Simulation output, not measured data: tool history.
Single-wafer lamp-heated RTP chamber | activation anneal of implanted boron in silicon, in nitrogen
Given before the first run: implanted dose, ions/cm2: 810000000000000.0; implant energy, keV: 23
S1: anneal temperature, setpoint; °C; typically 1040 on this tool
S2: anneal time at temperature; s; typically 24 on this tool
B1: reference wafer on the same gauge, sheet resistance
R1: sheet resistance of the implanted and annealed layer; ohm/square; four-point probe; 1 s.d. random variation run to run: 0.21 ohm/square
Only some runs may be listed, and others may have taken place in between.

run,hour,S1,S2,B1,R1
1,0,1051,17,129.73,138.46
2,8,1051,17,129.71,138.35
3,15.8,1051,17,129.68,139.14
4,25.6,1040,30,129.61,138.38
5,32.4,1040,30,129.58,138.18
6,46.4,1040,30,129.56,138.13
7,58.8,1040,24,129.41,138.6
8,74.3,1040,24,129.29,138.18
9,87.5,1040,20,129.18,138.3
10,103.5,1040,20,129.04,138.26
11,116.5,1040,16,128.96,138.52
12,131.5,1052,20,128.77,137.46
# hour 139.7: pyrometer window cleaned and pyrometer calibrated
13,145.1,1040,24,128.72,137.57
# hour 160.4: gauge calibrated
14,162.8,1040,24,130.27,139.56

What does the tool deliver on the next run?
15,170.5,1040,24,?,?

B1: 130.24
R1: 139.37 ohm/square
Minus the tool's unlogged condition, the same run would have read R1 139.13 ohm/square.
